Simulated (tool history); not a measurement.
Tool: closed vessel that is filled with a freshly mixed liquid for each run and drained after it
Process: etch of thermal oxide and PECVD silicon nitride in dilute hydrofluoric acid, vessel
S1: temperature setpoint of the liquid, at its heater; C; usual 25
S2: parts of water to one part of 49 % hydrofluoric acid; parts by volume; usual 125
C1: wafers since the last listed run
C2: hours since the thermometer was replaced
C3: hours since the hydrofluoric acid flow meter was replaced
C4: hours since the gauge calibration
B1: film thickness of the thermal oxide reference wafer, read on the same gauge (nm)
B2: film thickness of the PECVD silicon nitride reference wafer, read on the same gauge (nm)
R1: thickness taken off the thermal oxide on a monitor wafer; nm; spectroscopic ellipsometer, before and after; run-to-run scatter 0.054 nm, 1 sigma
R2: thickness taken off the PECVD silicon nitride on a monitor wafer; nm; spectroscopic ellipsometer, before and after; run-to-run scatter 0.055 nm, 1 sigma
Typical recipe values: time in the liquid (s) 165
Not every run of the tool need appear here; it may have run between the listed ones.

run 1 hour=0 | S1=25 S2=80 time_in_the_liquid_(s)=165 | C1=0 C2=1262.8 C3=37.1 C4=116.5 | B1=110.07 B2=40.02 | R1=10.15 R2=7.72
-- hour=6.3 thermometer replaced
run 2 hour=33.3 | S1=25 S2=125 time_in_the_liquid_(s)=165 | C1=3865 C2=27 C3=70.4 C4=149.8 | B1=110 B2=39.99 | R1=6.8 R2=5.78
run 3 hour=71.8 | S1=25 S2=125 time_in_the_liquid_(s)=165 | C1=4607 C2=65.5 C3=108.9 C4=188.3 | B1=110.01 B2=40.01 | R1=6.78 R2=5.78
run 4 hour=116.3 | S1=25 S2=125 time_in_the_liquid_(s)=165 | C1=5325 C2=110 C3=153.4 C4=232.8 | B1=110.02 B2=39.99 | R1=6.78 R2=5.76
run 5 hour=183.2 | S1=25 S2=125 time_in_the_liquid_(s)=165 | C1=8006 C2=176.9 C3=220.3 C4=299.7 | B1=110 B2=39.95 | R1=6.72 R2=5.7
run 6 hour=236.5 | S1=25 S2=125 time_in_the_liquid_(s)=165 | C1=6378 C2=230.2 C3=273.6 C4=353 | B1=110.03 B2=40.01 | R1=6.71 R2=5.69
run 7 hour=270 | S1=25 S2=125 time_in_the_liquid_(s)=165 | C1=4008 C2=263.7 C3=307.1 C4=386.5 | B1=110.03 B2=40.03 | R1=6.62 R2=5.6
run 8 hour=300.7 | S1=22 S2=95 time_in_the_liquid_(s)=140 | C1=3673 C2=294.4 C3=337.8 C4=417.2 | B1=110.04 B2=40 | R1=6.81 R2=5.13
run 9 hour=357.9 | S1=23.5 S2=125 time_in_the_liquid_(s)=255 | C1=6845 C2=351.6 C3=395 C4=474.4 | B1=110.01 B2=40 | R1=9.78 R2=7.66
run 10 hour=389.3 | S1=25 S2=125 time_in_the_liquid_(s)=165 | C1=3757 C2=383 C3=426.4 C4=505.8 | B1=109.98 B2=39.97 | R1=6.61 R2=5.59
run 11 hour=443.8 | S1=27 S2=125 time_in_the_liquid_(s)=220 | C1=6522 C2=437.5 C3=480.9 C4=560.3 | B1=110.01 B2=40.02 | R1=9.53 R2=8.33
run 12 hour=484.7 | S1=29.5 S2=125 time_in_the_liquid_(s)=220 | C1=4894 C2=478.4 C3=521.8 C4=601.2 | B1=110 B2=40 | R1=10.3 R2=9.66
run 13 hour=534.1 | S1=25 S2=170 time_in_the_liquid_(s)=260 | C1=5911 C2=527.8 C3=571.2 C4=650.6 | B1=110 B2=40.05 | R1=7.22 R2=6.36
run 14 hour=561.6 | S1=20.5 S2=95 time_in_the_liquid_(s)=190 | C1=3290 C2=555.3 C3=598.7 C4=678.1 | B1=110 B2=39.98 | R1=8.5 R2=6.19
run 15 hour=599.6 | S1=22 S2=165 time_in_the_liquid_(s)=205 | C1=4547 C2=593.3 C3=636.7 C4=716.1 | B1=110.03 B2=40.02 | R1=5.21 R2=4.17
run 16 hour=642.6 | S1=25 S2=90 time_in_the_liquid_(s)=245 | C1=5145 C2=636.3 C3=679.7 C4=759.1 | B1=110.03 B2=39.97 | R1=13.9 R2=11.12
run 17 hour=668 | S1=21 S2=80 time_in_the_liquid_(s)=235 | C1=3039 C2=661.7 C3=705.1 C4=784.5 | B1=110.02 B2=40.07 | R1=12.86 R2=9.13
run 18 hour=719.2 | S1=22 S2=165 time_in_the_liquid_(s)=165 | C1=6127 C2=712.9 C3=756.3 C4=835.7 | B1=109.99 B2=39.98 | R1=4.24 R2=3.33
run 19 hour=779.4 | S1=25 S2=125 time_in_the_liquid_(s)=165 | C1=7204 C2=773.1 C3=816.5 C4=895.9 | B1=109.98 B2=39.99 | R1=6.44 R2=5.34
run 20 hour=826.8 | S1=25 S2=125 time_in_the_liquid_(s)=205 | C1=5672 C2=820.5 C3=863.9 C4=943.3 | B1=109.98 B2=39.99 | R1=7.89 R2=6.49
-- hour=864.3 gauge calibrated
run 21 hour=885.1 | S1=27.5 S2=165 time_in_the_liquid_(s)=205 | C1=6976 C2=878.8 C3=922.2 C4=20.8 | B1=110.02 B2=39.96 | R1=6.33 R2=5.78
run 22 hour=942.9 | S1=20 S2=125 time_in_the_liquid_(s)=85 | C1=6916 C2=936.6 C3=980 C4=78.6 | B1=110.03 B2=40.02 | R1=2.7 R2=1.91
run 23 hour=1012.2 | S1=25 S2=175 time_in_the_liquid_(s)=105 | C1=8293 C2=1005.9 C3=1049.3 C4=147.9 | B1=110.03 B2=40.02 | R1=2.72 R2=2.31
run 24 hour=1042.3 | S1=25 S2=125 time_in_the_liquid_(s)=165 | C1=3602 C2=1036 C3=1079.4 C4=178 | B1=109.96 B2=40 | R1=6.24 R2=5.02
run 25 hour=1112.4 | S1=25 S2=125 time_in_the_liquid_(s)=165 | C1=8388 C2=1106.1 C3=1149.5 C4=248.1 | B1=110.01 B2=40 | R1=6.28 R2=5.08

Predict each of these 5 candidate next runs independently; none follows another, all start after run 25:
run A hour=1113.1 | S1=25 S2=70 time_in_the_liquid_(s)=165 | C1=83 C2=1106.8 C3=1150.2 C4=248.8 | B1=? B2=? | R1=? R2=?
run B hour=1113.1 | S1=29 S2=125 time_in_the_liquid_(s)=165 | C1=83 C2=1106.8 C3=1150.2 C4=248.8 | B1=? B2=? | R1=? R2=?
run C hour=1113.1 | S1=29.5 S2=125 time_in_the_liquid_(s)=130 | C1=83 C2=1106.8 C3=1150.2 C4=248.8 | B1=? B2=? | R1=? R2=?
run D hour=1113.1 | S1=30 S2=85 time_in_the_liquid_(s)=215 | C1=83 C2=1106.8 C3=1150.2 C4=248.8 | B1=? B2=? | R1=? R2=?
run E hour=1113.1 | S1=30 S2=125 time_in_the_liquid_(s)=200 | C1=83 C2=1106.8 C3=1150.2 C4=248.8 | B1=? B2=? | R1=? R2=?

run=A B1=110.02 B2=40.03 R1=11.93 R2=8.79
run=B B1=110.02 B2=40.03 R1=7.3 R2=6.44
run=C B1=110.02 B2=40.03 R1=5.86 R2=5.23
run=D B1=110.02 B2=40.03 R1=15.32 R2=13.13
run=E B1=110.02 B2=40.03 R1=9.19 R2=8.31
Stripped of hidden state, with their random variation kept, the same runs would have yielded:
run=A R1=13 R2=10.12
run=B R1=7.9 R2=7.35
run=C R1=6.34 R2=5.97
run=D R1=16.61 R2=15.03
run=E R1=9.93 R2=9.48

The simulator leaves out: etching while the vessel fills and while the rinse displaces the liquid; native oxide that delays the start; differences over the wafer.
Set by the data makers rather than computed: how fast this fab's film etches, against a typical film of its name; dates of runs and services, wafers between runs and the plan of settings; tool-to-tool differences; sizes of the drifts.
